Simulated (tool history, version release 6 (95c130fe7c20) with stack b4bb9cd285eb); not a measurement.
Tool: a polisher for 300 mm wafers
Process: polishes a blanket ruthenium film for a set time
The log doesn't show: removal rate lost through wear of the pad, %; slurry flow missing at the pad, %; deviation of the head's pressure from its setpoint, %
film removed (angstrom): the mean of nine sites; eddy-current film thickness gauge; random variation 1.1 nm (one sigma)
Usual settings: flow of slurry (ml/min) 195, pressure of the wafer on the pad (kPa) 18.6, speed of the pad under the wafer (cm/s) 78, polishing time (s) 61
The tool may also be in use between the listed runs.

run	day	flow of slurry (ml/min)	pressure of the wafer on the pad (kPa)	speed of the pad under the wafer (cm/s)	polishing time (s)	wafers since the last listed run	wafers polished on this pad	hours since the slurry nozzle was cleaned	hours since the head pressure was calibrated	incoming thickness of the incoming film, nm	film removed (angstrom)
1	0	195	14.5	78	61	0	709	260.5	393.4	579.5	595
2	0.288	195	14.5	78	61	81	790	267.4	400.3	576.8	594
3	0.9	195	18.6	90	61	172	963	282.1	415	575.7	837
4	1.408	195	18.6	90	61	143	1106	294.3	427.2	584.2	871
5	1.917	195	23.4	78	73	143	1250	306.5	439.4	576.1	1100
6	2.312	195	23.4	78	73	111	1361	316	448.9	575.8	1097
# day 2.738: worn pad replaced by a new one
7	2.896	230	18.6	96	61	117	44	330	462.9	579.8	987
8	3.475	230	18.6	96	61	163	208	343.9	476.8	588.6	986
9	4.004	230	18.6	96	61	149	357	356.6	489.5	586.6	967
10	4.275	195	18.6	78	61	76	433	363.1	496	579	777
11	5.112	195	18.6	78	61	236	670	383.2	516.1	583.4	772
12	5.412	195	21.4	100	61	84	754	390.4	523.3	592.7	1114
13	5.983	195	18.6	78	61	160	915	404.1	537	578.2	756
14	6.446	130	24.1	104	61	130	1046	415.2	548.1	581.7	1211
15	6.983	235	13.8	106	43	151	1197	428.1	561	584.3	528
16	7.392	225	14.5	94	61	115	1312	437.9	570.8	571.9	698
17	7.658	195	15.9	78	61	75	1388	444.3	577.2	580.5	603
18	8.067	195	18.6	78	61	115	1503	454.1	587	584.4	710
# day 8.508: worn pad replaced by a new one
19	8.696	240	15.2	78	61	130	53	469.2	602.1	567.6	664
20	9.312	195	18.6	78	61	173	227	484	616.9	582.9	784
21	9.738	195	18.6	58	45	119	346	494.2	627.1	568	431
# day 10.133: head pressure recalibrated
# day 10.979: slurry nozzle cleaned
22	11.862	195	22.8	70	61	563	910	21.2	41.5	586.9	809
23	12.479	195	18.6	78	61	173	1084	36	56.3	583.6	728
24	13.025	195	18.6	78	61	153	1238	49.1	69.4	575.2	696
# day 13.454: worn pad replaced by a new one
25	13.475	195	18.6	78	61	79	5	59.9	80.2	581.8	824
26	14.071	170	13.1	78	61	168	174	74.2	94.5	567.8	563
27	14.354	245	20.7	88	69	79	253	81	101.3	583	1148
28	15.029	195	18.6	78	61	190	444	97.2	117.5	578.7	785
29	15.392	195	18.6	90	61	102	546	105.9	126.2	578.6	883
30	16.942	195	13.8	86	54	437	983	143.1	163.4	589.2	537
31	17.629	195	18.6	78	61	193	1177	159.6	179.9	583.1	743
32	18.05	195	23.4	66	46	118	1296	169.7	190	573.4	581
33	18.667	195	18.6	78	45	173	1470	184.5	204.8	586.6	521
# day 18.833: worn pad replaced by a new one
34	19.404	135	18.6	78	51	160	160	202.2	222.5	574.1	626
35	19.9	195	18.6	78	44	139	300	214.1	234.4	578.7	559
36	20.292	195	22.8	52	61	110	410	223.5	243.8	579.2	620
37	21.179	195	18.6	78	61	250	660	244.8	265.1	582.3	783
38	21.654	195	18.6	78	76	133	794	256.2	276.5	591	928

Hidden state or all else? Some run-to-run changes of film removed (angstrom), split into what the settings, what came in and random variation would give without the hidden state, and what is left for the hidden state (with any gauge scatter that isn't in both results):
Run 6 -> 7: flow of slurry (ml/min) 195 -> 230, pressure of the wafer on the pad (kPa) 23.4 -> 18.6, speed of the pad under the wafer (cm/s) 78 -> 96, polishing time (s) 73 -> 61, worn pad replaced by a new one. film removed (angstrom) -110: hidden state +112, all else -222.
Run 13 -> 14: flow of slurry (ml/min) 195 -> 130, pressure of the wafer on the pad (kPa) 18.6 -> 24.1, speed of the pad under the wafer (cm/s) 78 -> 104. film removed (angstrom) +455: hidden state -58, all else +513.
Run 14 -> 15: flow of slurry (ml/min) 130 -> 235, pressure of the wafer on the pad (kPa) 24.1 -> 13.8, speed of the pad under the wafer (cm/s) 104 -> 106, polishing time (s) 61 -> 43. film removed (angstrom) -683: hidden state +65, all else -748.
Run 18 -> 19: flow of slurry (ml/min) 195 -> 240, pressure of the wafer on the pad (kPa) 18.6 -> 15.2, worn pad replaced by a new one. film removed (angstrom) -46: hidden state +91, all else -137.
Run 24 -> 25: worn pad replaced by a new one. film removed (angstrom) +128: hidden state +90, all else +38.
Run 26 -> 27: flow of slurry (ml/min) 170 -> 245, pressure of the wafer on the pad (kPa) 13.1 -> 20.7, speed of the pad under the wafer (cm/s) 78 -> 88, polishing time (s) 61 -> 69. film removed (angstrom) +585: hidden state -18, all else +603.
